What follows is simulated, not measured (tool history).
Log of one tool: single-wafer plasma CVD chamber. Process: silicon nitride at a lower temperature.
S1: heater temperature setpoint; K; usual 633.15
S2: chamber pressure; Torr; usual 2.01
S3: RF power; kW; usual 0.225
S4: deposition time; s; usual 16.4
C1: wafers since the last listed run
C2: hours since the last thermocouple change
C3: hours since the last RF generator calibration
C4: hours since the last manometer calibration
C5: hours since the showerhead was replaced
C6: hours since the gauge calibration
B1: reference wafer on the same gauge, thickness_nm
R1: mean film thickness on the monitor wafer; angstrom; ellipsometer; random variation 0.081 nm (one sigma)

run,hour,S1,S2,S3,S4,C1,C2,C3,C4,C5,C6,B1,R1
1,0,633.15,2.01,0.225,16.4,0,1340,579.2,747.5,5250.1,252.5,16.407,171.14
2,46.4,633.15,2.01,0.225,16.4,1861,1386.4,625.6,793.9,5296.5,298.9,16.441,171.18
3,62,633.15,2.01,0.225,16.4,626,1402,641.2,809.5,5312.1,314.5,16.404,171.34
# hour 66.5: gauge calibrated
4,93.7,633.15,2.01,0.225,16.4,1272,1433.7,672.9,841.2,5343.8,27.2,16.435,170.19
5,116.9,633.15,2.01,0.225,14,930,1456.9,696.1,864.4,5367,50.4,16.393,146.88
6,132.6,633.15,2.01,0.225,14,630,1472.6,711.8,880.1,5382.7,66.1,16.431,145.83
7,157.3,633.15,2.01,0.225,14,991,1497.3,736.5,904.8,5407.4,90.8,16.406,147.1
8,181.2,639.15,2.01,0.225,16.4,959,1521.2,760.4,928.7,5431.3,114.7,16.416,171.28
9,213.5,633.15,2.01,0.225,16.4,1296,1553.5,792.7,961,5463.6,147,16.401,171.75
10,301.2,633.15,2.01,0.225,16.4,3519,1641.2,880.4,1048.7,5551.3,234.7,16.422,172.45
# hour 314.1: thermocouple changed; heater temperature recalibrated
11,324.1,633.15,2.01,0.225,16.4,597,10,903.3,1071.6,5574.2,257.6,16.364,170.16
12,347.5,633.15,2.01,0.225,16.4,939,33.4,926.7,1095,5597.6,281,16.387,170.88
13,366.8,622.15,1.88,0.185,16.4,774,52.7,946,1114.3,5616.9,300.3,16.367,152.73
14,395.3,637.15,1.7,0.185,16.4,1143,81.2,974.5,1142.8,5645.4,328.8,16.363,147.11
# hour 413.1: RF generator calibrated
15,422.3,618.15,2.01,0.18,16.4,762,108.2,9.2,1169.8,5672.4,355.8,16.392,151.53
# hour 435.9: showerhead replaced
# hour 449.5: capacitance manometer re-zeroed and calibrated
16,450,633.15,2.01,0.225,16.4,469,135.9,36.9,0.5,14.1,383.5,16.348,168.14
# hour 466.1: gauge calibrated
17,492.8,633.15,1.6,0.185,16.4,1717,178.7,79.7,43.3,56.9,26.7,16.434,142.23
18,511.2,646.15,1.51,0.255,19.2,738,197.1,98.1,61.7,75.3,45.1,16.373,191.18
19,538.8,620.15,2.01,0.225,17.7,1107,224.7,125.7,89.3,102.9,72.7,16.435,181.54
# hour 548.3: RF generator calibrated, repeated, since the last time left the tool worse
20,567.6,633.15,2.01,0.225,16.4,834,253.5,19.3,118.1,131.7,101.5,16.403,174.82
21,583.8,641.15,2.01,0.225,16.4,650,269.7,35.5,134.3,147.9,117.7,16.371,175.98
22,605.6,620.15,2.01,0.225,16.4,874,291.5,57.3,156.1,169.7,139.5,16.376,175.7
23,629.9,647.15,2.01,0.18,17.6,975,315.8,81.6,180.4,194,163.8,16.35,166.33
24,659.9,633.15,2.01,0.265,16.4,1203,345.8,111.6,210.4,224,193.8,16.384,186.42

Measured less the same run without the tool's hidden state. The same run-to-run variation is in both; the gauge's scatter may not be:
The hidden state here: wafer temperature above the value expected at the setpoint (K); delivered RF power above the setpoint (%); true pressure above the setpoint (%); gauge reads high (%).
run,R1
1,-4.04
2,-4.15
3,-4.17
4,-4.2
5,-3.66
6,-3.66
7,-3.72
8,-4.37
9,-4.42
10,-4.52
11,-4.48
12,-4.52
13,-4.06
14,-3.92
15,-6.89
16,-7.92
17,-7.22
18,-9.48
19,-9.71
20,-0.89
21,-1.11
22,-1.39
23,-1.6
24,-2.04
